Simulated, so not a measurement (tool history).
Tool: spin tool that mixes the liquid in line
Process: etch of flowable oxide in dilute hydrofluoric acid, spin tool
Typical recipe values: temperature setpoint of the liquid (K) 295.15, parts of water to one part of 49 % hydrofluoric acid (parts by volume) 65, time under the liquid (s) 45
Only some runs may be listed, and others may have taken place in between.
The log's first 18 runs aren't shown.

run   hour  temperature setpoint of the liquid (K)  parts of water to one part of 49 % hydrofluoric acid (parts by volume)  time under the liquid (s)  wafers since the last listed run  hours since the thermometer was replaced  hours since the hydrofluoric acid flow meter was replaced  hours since the gauge calibration  read-back film thickness of the flowable oxide reference wafer, read on the same gauge (nm)  thickness taken off the flowable oxide on a monitor wafer (nm)
 19  217.1                                  293.65                                                                      75                         70                               201                                     748.0                                                     2371.6                              528.1                                                                                       120.04                                                           53.62
     227.5  -- hydrofluoric acid flow meter replaced
 20  228.0                                  298.65                                                                      55                         35                               137                                     758.9                                                        0.5                              539.0                                                                                       120.01                                                           50.52
 21  236.0                                  295.15                                                                      65                         70                               111                                     766.9                                                        8.5                              547.0                                                                                       119.99                                                           72.91
 22  248.6                                  295.15                                                                      65                         45                               175                                     779.5                                                       21.1                              559.6                                                                                       120.00                                                           47.00
     260.0  -- gauge calibrated
 23  263.3                                  290.65                                                                      65                         45                               204                                     794.2                                                       35.8                                3.3                                                                                       120.04                                                           38.92
     270.7  -- thermometer replaced
 24  271.2                                  297.15                                                                      65                         40                                95                                       0.5                                                       43.7                               11.2                                                                                       120.03                                                           45.15
 25  287.5                                  295.15                                                                      65                         45                               226                                      16.8                                                       60.0                               27.5                                                                                       120.01                                                           47.15
 26  294.8                                  295.15                                                                      65                         45                               101                                      24.1                                                       67.3                               34.8                                                                                       120.01                                                           47.00
 27  302.9                                  298.65                                                                      65                         65                               112                                      32.2                                                       75.4                               42.9                                                                                       120.02                                                           77.93
 28  316.4                                  299.65                                                                      90                         25                               187                                      45.7                                                       88.9                               56.4                                                                                       120.00                                                           21.68
 29  328.0                                  295.15                                                                      65                         35                               161                                      57.3                                                      100.5                               68.0                                                                                       120.02                                                           36.53
 30  344.8                                  291.15                                                                      65                         25                               233                                      74.1                                                      117.3                               84.8                                                                                       120.01                                                           22.10
 31  361.5                                  299.65                                                                      85                         45                               232                                      90.8                                                      134.0                              101.5                                                                                       120.01                                                           41.94
 32  372.9                                  295.15                                                                      85                         45                               158                                     102.2                                                      145.4                              112.9                                                                                       120.02                                                           34.92
 33  386.2                                  295.15                                                                      65                         45                               184                                     115.5                                                      158.7                              126.2                                                                                       119.99                                                           46.68

5 options for the next run, each taken on its own from the tool as it stands now. Forecast them:
  A  386.6                                  295.15                                                                      55                         45                                 5                                     115.9                                                      159.1                              126.6                                                                                            ?                                                               ?
  B  386.6                                  295.15                                                                      65                         60                                 5                                     115.9                                                      159.1                              126.6                                                                                            ?                                                               ?
  C  386.6                                  295.15                                                                      65                         30                                 5                                     115.9                                                      159.1                              126.6                                                                                            ?                                                               ?
  D  386.6                                  295.15                                                                      90                         30                                 5                                     115.9                                                      159.1                              126.6                                                                                            ?                                                               ?
  E  386.6                                  296.65                                                                      75                         70                                 5                                     115.9                                                      159.1                              126.6                                                                                            ?                                                               ?

run  read-back film thickness of the flowable oxide reference wafer, read on the same gauge (nm)  thickness taken off the flowable oxide on a monitor wafer (nm)
  A                                                                                       119.98                                                           56.05
  B                                                                                       119.98                                                           62.44
  C                                                                                       119.98                                                           31.22
  D                                                                                       119.98                                                           21.87
  E                                                                                       119.98                                                           66.30
Had the tool no hidden state, the same runs would have come out as:
run  thickness taken off the flowable oxide on a monitor wafer (nm)
  A                                                           56.66
  B                                                           63.13
  C                                                           31.56
  D                                                           22.12
  E                                                           67.03
